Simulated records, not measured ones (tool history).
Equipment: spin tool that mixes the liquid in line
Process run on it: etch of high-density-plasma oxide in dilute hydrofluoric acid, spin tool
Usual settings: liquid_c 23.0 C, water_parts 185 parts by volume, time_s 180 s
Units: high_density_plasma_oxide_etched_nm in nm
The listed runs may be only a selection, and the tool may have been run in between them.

run	hour	liquid_c	water_parts	time_s	read-back film thickness of the high-density-plasma oxide reference wafer, read on the same gauge (nm)	high_density_plasma_oxide_etched_nm
1	0.0	23.0	185	180	79.68	6.37
2	18.3	23.0	185	180	79.61	6.46
3	32.8	23.0	185	180	79.59	6.43
4	47.4	23.0	185	180	79.55	6.48
5	59.7	23.0	185	180	79.53	6.47
6	73.7	23.0	185	180	79.45	6.49
7	97.3	23.0	185	180	79.42	6.40
8	113.4	23.0	185	180	79.38	6.42
9	145.1	23.0	185	180	79.28	6.45
10	180.4	27.5	260	145	79.10	3.95
11	197.0	23.0	215	180	79.02	5.32
12	218.1	25.0	255	180	78.92	4.63
13	252.5	23.0	155	180	78.74	7.88
14	284.2	23.0	185	180	78.58	6.43
# hour 293.9: gauge calibrated
# hour 295.2: thermometer replaced
# hour 299.2: hydrofluoric acid flow meter replaced
15	358.8	23.0	185	180	79.94	6.46
16	392.3	27.5	115	180	79.92	13.49
17	418.2	23.0	125	180	79.87	10.19
18	433.3	23.0	185	180	79.88	6.49

Branching from run 18: 3 alternative next runs. What would each branch give?
A	433.8	23.0	185	180	?	?
B	433.8	23.0	255	285	?	?
C	433.8	19.5	155	215	?	?

run	read-back film thickness of the high-density-plasma oxide reference wafer, read on the same gauge (nm)	high_density_plasma_oxide_etched_nm
A	79.88	6.43
B	79.88	6.88
C	79.88	8.26
Without the tool's unlogged condition, the same runs would have read:
run	high_density_plasma_oxide_etched_nm
A	6.44
B	6.89
C	8.28
